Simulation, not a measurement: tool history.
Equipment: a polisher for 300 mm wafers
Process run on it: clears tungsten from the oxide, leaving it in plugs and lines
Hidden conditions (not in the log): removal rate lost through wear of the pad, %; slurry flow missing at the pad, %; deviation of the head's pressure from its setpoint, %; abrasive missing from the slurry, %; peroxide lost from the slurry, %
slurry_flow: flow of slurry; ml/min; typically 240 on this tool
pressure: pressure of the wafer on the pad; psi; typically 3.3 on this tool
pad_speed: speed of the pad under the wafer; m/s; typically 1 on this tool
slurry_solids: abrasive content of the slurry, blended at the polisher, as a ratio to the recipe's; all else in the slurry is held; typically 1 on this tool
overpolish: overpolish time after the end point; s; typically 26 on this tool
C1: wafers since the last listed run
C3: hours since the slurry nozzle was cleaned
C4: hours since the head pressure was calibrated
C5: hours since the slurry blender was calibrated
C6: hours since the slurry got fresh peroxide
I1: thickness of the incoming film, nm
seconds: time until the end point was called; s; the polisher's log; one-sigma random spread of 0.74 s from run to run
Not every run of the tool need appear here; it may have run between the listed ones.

run 1 hour=0 | slurry_flow=240 pressure=3.3 pad_speed=1 slurry_solids=1 overpolish=26 | C1=0 wafers_polished_on_this_pad=2356 C3=104.8 C4=342.7 C5=40.9 C6=343.3 | I1=307.5 | seconds=83.5
run 2 hour=58.2 | slurry_flow=240 pressure=3.3 pad_speed=1 slurry_solids=1 overpolish=26 | C1=527 wafers_polished_on_this_pad=2884 C3=163 C4=400.9 C5=99.1 C6=401.5 | I1=311.3 | seconds=87.6
-- hour=61 slurry tank refilled with fresh slurry and peroxide
-- hour=67.6 worn pad replaced by a new one
run 3 hour=126.5 | slurry_flow=240 pressure=3.3 pad_speed=1 slurry_solids=0.9 overpolish=26 | C1=574 wafers_polished_on_this_pad=533 C3=231.3 C4=469.2 C5=167.4 C6=65.5 | I1=305 | seconds=83.9
run 4 hour=189.4 | slurry_flow=240 pressure=3.3 pad_speed=1 slurry_solids=0.9 overpolish=26 | C1=570 wafers_polished_on_this_pad=1104 C3=294.2 C4=532.1 C5=230.3 C6=128.4 | I1=305.9 | seconds=85.4
run 5 hour=287.9 | slurry_flow=240 pressure=3.3 pad_speed=1 slurry_solids=1 overpolish=26 | C1=893 wafers_polished_on_this_pad=1998 C3=392.7 C4=630.6 C5=328.8 C6=226.9 | I1=305.8 | seconds=85.6
run 6 hour=354 | slurry_flow=240 pressure=3.3 pad_speed=1 slurry_solids=1 overpolish=26 | C1=599 wafers_polished_on_this_pad=2597 C3=458.8 C4=696.7 C5=394.9 C6=293 | I1=309 | seconds=86.9
-- hour=373.6 slurry blender recalibrated
-- hour=409.3 slurry tank refilled with fresh slurry and peroxide
run 7 hour=417.1 | slurry_flow=240 pressure=3.3 pad_speed=1 slurry_solids=1 overpolish=26 | C1=545 wafers_polished_on_this_pad=3142 C3=521.9 C4=759.8 C5=43.5 C6=7.8 | I1=307.9 | seconds=87.7
run 8 hour=480.2 | slurry_flow=240 pressure=3.3 pad_speed=1 slurry_solids=1 overpolish=26 | C1=572 wafers_polished_on_this_pad=3715 C3=585 C4=822.9 C5=106.6 C6=70.9 | I1=309.5 | seconds=90.3
-- hour=492.9 worn pad replaced by a new one
run 9 hour=544.8 | slurry_flow=240 pressure=3.3 pad_speed=1 slurry_solids=1 overpolish=26 | C1=549 wafers_polished_on_this_pad=470 C3=649.6 C4=887.5 C5=171.2 C6=135.5 | I1=304.7 | seconds=92
-- hour=611.3 head pressure recalibrated
run 10 hour=644 | slurry_flow=240 pressure=3.3 pad_speed=1 slurry_solids=1 overpolish=26 | C1=881 wafers_polished_on_this_pad=1352 C3=748.8 C4=32.7 C5=270.4 C6=234.7 | I1=304.3 | seconds=92.9
-- hour=678.3 slurry nozzle cleaned
run 11 hour=688.6 | slurry_flow=240 pressure=3.3 pad_speed=1 slurry_solids=1 overpolish=35 | C1=395 wafers_polished_on_this_pad=1747 C3=10.3 C4=77.3 C5=315 C6=279.3 | I1=306.3 | seconds=95.5
run 12 hour=757.6 | slurry_flow=240 pressure=3.3 pad_speed=1 slurry_solids=1 overpolish=35 | C1=625 wafers_polished_on_this_pad=2373 C3=79.3 C4=146.3 C5=384 C6=348.3 | I1=307.5 | seconds=95.1
run 13 hour=795.9 | slurry_flow=240 pressure=4.3 pad_speed=0.74 slurry_solids=0.7 overpolish=26 | C1=347 wafers_polished_on_this_pad=2721 C3=117.6 C4=184.6 C5=422.3 C6=386.6 | I1=303.9 | seconds=104.9
-- hour=800.2 slurry blender recalibrated
-- hour=834 slurry tank refilled with fresh slurry and peroxide
-- hour=863.8 worn pad replaced by a new one, repeated, since the last time left the tool worse
run 14 hour=891.7 | slurry_flow=240 pressure=4 pad_speed=0.84 slurry_solids=0.75 overpolish=21 | C1=805 wafers_polished_on_this_pad=253 C3=213.4 C4=280.4 C5=91.5 C6=57.7 | I1=306.4 | seconds=85.8
run 15 hour=994.8 | slurry_flow=240 pressure=2.4 pad_speed=0.88 slurry_solids=1 overpolish=13 | C1=935 wafers_polished_on_this_pad=1188 C3=316.5 C4=383.5 C5=194.6 C6=160.8 | I1=304.3 | seconds=129.4
run 16 hour=1035 | slurry_flow=240 pressure=3.3 pad_speed=1 slurry_solids=1 overpolish=14 | C1=364 wafers_polished_on_this_pad=1553 C3=356.7 C4=423.7 C5=234.8 C6=201 | I1=299.7 | seconds=82
run 17 hour=1105.7 | slurry_flow=240 pressure=3.3 pad_speed=1 slurry_solids=0.7 overpolish=34 | C1=641 wafers_polished_on_this_pad=2194 C3=427.4 C4=494.4 C5=305.5 C6=271.7 | I1=303.8 | seconds=88.9
-- hour=1172.3 slurry blender recalibrated
run 18 hour=1173.3 | slurry_flow=175 pressure=3.3 pad_speed=0.72 slurry_solids=1.15 overpolish=40 | C1=595 wafers_polished_on_this_pad=2789 C3=495 C4=562 C5=1 C6=339.3 | I1=309.5 | seconds=120.5
-- hour=1180.5 slurry tank refilled with fresh slurry and peroxide
-- hour=1190.9 worn pad replaced by a new one
run 19 hour=1248.6 | slurry_flow=300 pressure=2.2 pad_speed=1 slurry_solids=1 overpolish=26 | C1=637 wafers_polished_on_this_pad=523 C3=570.3 C4=637.3 C5=76.3 C6=68.1 | I1=304.2 | seconds=121.7
run 20 hour=1285.6 | slurry_flow=240 pressure=3.3 pad_speed=1 slurry_solids=1 overpolish=26 | C1=335 wafers_polished_on_this_pad=858 C3=607.3 C4=674.3 C5=113.3 C6=105.1 | I1=304.3 | seconds=82.9
run 21 hour=1349.6 | slurry_flow=240 pressure=3.3 pad_speed=1.14 slurry_solids=0.9 overpolish=41 | C1=580 wafers_polished_on_this_pad=1439 C3=671.3 C4=738.3 C5=177.3 C6=169.1 | I1=306.7 | seconds=73.3
run 22 hour=1395.8 | slurry_flow=240 pressure=3.3 pad_speed=1 slurry_solids=1 overpolish=26 | C1=419 wafers_polished_on_this_pad=1858 C3=717.5 C4=784.5 C5=223.5 C6=215.3 | I1=302.4 | seconds=82.4
run 23 hour=1466.9 | slurry_flow=240 pressure=4 pad_speed=1 slurry_solids=0.85 overpolish=26 | C1=644 wafers_polished_on_this_pad=2503 C3=788.6 C4=855.6 C5=294.6 C6=286.4 | I1=302.4 | seconds=71.3
-- hour=1516.5 worn pad replaced by a new one
-- hour=1522.8 slurry nozzle cleaned
run 24 hour=1545.2 | slurry_flow=215 pressure=3.8 pad_speed=1 slurry_solids=0.8 overpolish=18 | C1=664 wafers_polished_on_this_pad=251 C3=22.4 C4=933.9 C5=372.9 C6=364.7 | I1=306.9 | seconds=75.6
-- hour=1556.2 slurry tank refilled with fresh slurry and peroxide
-- hour=1582.8 slurry blender recalibrated
run 25 hour=1611.2 | slurry_flow=205 pressure=2.7 pad_speed=1 slurry_solids=1 overpolish=32 | C1=571 wafers_polished_on_this_pad=823 C3=88.4 C4=999.9 C5=28.4 C6=55 | I1=300.1 | seconds=100.3
-- hour=1642.8 head pressure recalibrated
run 26 hour=1703.6 | slurry_flow=240 pressure=3.3 pad_speed=1 slurry_solids=1 overpolish=26 | C1=820 wafers_polished_on_this_pad=1643 C3=180.8 C4=60.8 C5=120.8 C6=147.4 | I1=303.6 | seconds=82.5

Branching from run 26: 4 alternative next runs. What would each branch give?
run A hour=1704.1 | slurry_flow=180 pressure=3.3 pad_speed=1 slurry_solids=1 overpolish=26 | C1=4 wafers_polished_on_this_pad=1647 C3=181.3 C4=61.3 C5=121.3 C6=147.9 | I1=306.4 | seconds=?
run B hour=1704.1 | slurry_flow=300 pressure=3.3 pad_speed=1 slurry_solids=1 overpolish=42 | C1=4 wafers_polished_on_this_pad=1647 C3=181.3 C4=61.3 C5=121.3 C6=147.9 | I1=306.4 | seconds=?
run C hour=1704.1 | slurry_flow=240 pressure=3.8 pad_speed=1.32 slurry_solids=1 overpolish=26 | C1=4 wafers_polished_on_this_pad=1647 C3=181.3 C4=61.3 C5=121.3 C6=147.9 | I1=306.4 | seconds=?
run D hour=1704.1 | slurry_flow=240 pressure=3.3 pad_speed=1 slurry_solids=1 overpolish=21 | C1=4 wafers_polished_on_this_pad=1647 C3=181.3 C4=61.3 C5=121.3 C6=147.9 | I1=306.4 | seconds=?

run=A seconds=86.1
run=B seconds=82.7
run=C seconds=55.3
run=D seconds=84.1
The same runs, with their run-to-run variation unchanged, on a tool lacking any hidden condition would have given:
run=A seconds=84.2
run=B seconds=80.9
run=C seconds=54.1
run=D seconds=82.3
